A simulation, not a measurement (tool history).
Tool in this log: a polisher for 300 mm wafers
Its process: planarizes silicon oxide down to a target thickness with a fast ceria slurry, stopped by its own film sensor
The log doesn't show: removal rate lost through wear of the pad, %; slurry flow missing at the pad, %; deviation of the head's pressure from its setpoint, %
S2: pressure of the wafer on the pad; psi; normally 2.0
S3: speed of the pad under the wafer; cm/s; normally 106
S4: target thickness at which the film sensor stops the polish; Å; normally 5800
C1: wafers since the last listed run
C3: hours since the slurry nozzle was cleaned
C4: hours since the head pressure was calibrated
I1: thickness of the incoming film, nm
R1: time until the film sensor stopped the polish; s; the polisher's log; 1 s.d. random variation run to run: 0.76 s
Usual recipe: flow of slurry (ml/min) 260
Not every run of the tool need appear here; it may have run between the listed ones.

run 1 day=0.000 | flow_of_slurry_(ml/min)=260 S2=2.0 S3=106 S4=6820 | C1=0 wafers_polished_on_this_pad=96 C3=420.7 C4=487.6 | I1=1147.8 | R1=39.8
run 2 day=0.571 | flow_of_slurry_(ml/min)=200 S2=1.6 S3=106 S4=5800 | C1=175 wafers_polished_on_this_pad=271 C3=434.4 C4=501.3 | I1=1132.8 | R1=61.4
run 3 day=0.912 | flow_of_slurry_(ml/min)=260 S2=2.0 S3=136 S4=6900 | C1=104 wafers_polished_on_this_pad=375 C3=442.6 C4=509.5 | I1=1128.3 | R1=31.8
-- day=1.350 worn pad replaced by a new one
run 4 day=1.371 | flow_of_slurry_(ml/min)=260 S2=2.0 S3=136 S4=6900 | C1=89 wafers_polished_on_this_pad=6 C3=453.6 C4=520.5 | I1=1143.3 | R1=31.3
run 5 day=1.862 | flow_of_slurry_(ml/min)=260 S2=2.3 S3=106 S4=6310 | C1=150 wafers_polished_on_this_pad=157 C3=465.4 C4=532.3 | I1=1139.5 | R1=40.6
run 6 day=2.504 | flow_of_slurry_(ml/min)=260 S2=2.0 S3=120 S4=5800 | C1=196 wafers_polished_on_this_pad=353 C3=480.8 C4=547.7 | I1=1130.2 | R1=46.3
-- day=3.021 worn pad replaced by a new one, of another model than before
run 7 day=3.183 | flow_of_slurry_(ml/min)=260 S2=2.0 S3=106 S4=5800 | C1=157 wafers_polished_on_this_pad=49 C3=497.1 C4=564.0 | I1=1151.0 | R1=51.2
run 8 day=3.642 | flow_of_slurry_(ml/min)=235 S2=1.6 S3=118 S4=5110 | C1=140 wafers_polished_on_this_pad=189 C3=508.1 C4=575.0 | I1=1147.7 | R1=66.0
run 9 day=4.075 | flow_of_slurry_(ml/min)=180 S2=1.5 S3=142 S4=4190 | C1=132 wafers_polished_on_this_pad=322 C3=518.5 C4=585.4 | I1=1128.6 | R1=74.5
-- day=4.546 slurry nozzle cleaned
run 10 day=4.717 | flow_of_slurry_(ml/min)=260 S2=2.0 S3=106 S4=5800 | C1=184 wafers_polished_on_this_pad=506 C3=4.1 C4=600.8 | I1=1123.0 | R1=54.7
-- day=4.962 worn pad replaced by a new one
run 11 day=5.358 | flow_of_slurry_(ml/min)=260 S2=2.0 S3=106 S4=5800 | C1=145 wafers_polished_on_this_pad=120 C3=19.5 C4=616.2 | I1=1123.3 | R1=49.3
-- day=5.762 head pressure recalibrated
-- day=6.508 worn pad replaced by a new one
run 12 day=7.183 | flow_of_slurry_(ml/min)=260 S2=2.0 S3=106 S4=5800 | C1=483 wafers_polished_on_this_pad=207 C3=63.3 C4=34.1 | I1=1138.5 | R1=49.4
run 13 day=7.617 | flow_of_slurry_(ml/min)=190 S2=2.2 S3=96 S4=5800 | C1=132 wafers_polished_on_this_pad=339 C3=73.7 C4=44.5 | I1=1148.2 | R1=54.2
-- day=8.146 worn pad replaced by a new one
run 14 day=8.167 | flow_of_slurry_(ml/min)=190 S2=2.0 S3=82 S4=5800 | C1=117 wafers_polished_on_this_pad=6 C3=86.9 C4=57.7 | I1=1134.2 | R1=60.1
run 15 day=8.438 | flow_of_slurry_(ml/min)=260 S2=2.2 S3=120 S4=5800 | C1=83 wafers_polished_on_this_pad=89 C3=93.4 C4=64.2 | I1=1145.1 | R1=41.1

Results for each run, recomputed without the tool's hidden state and with each run's random variation untouched:
run=1 R1=38.9
run=2 R1=57.5
run=3 R1=29.0
run=4 R1=30.9
run=5 R1=38.6
run=6 R1=42.1
run=7 R1=49.8
run=8 R1=62.1
run=9 R1=67.9
run=10 R1=47.3
run=11 R1=47.7
run=12 R1=47.1
run=13 R1=50.0
run=14 R1=59.9
run=15 R1=40.2
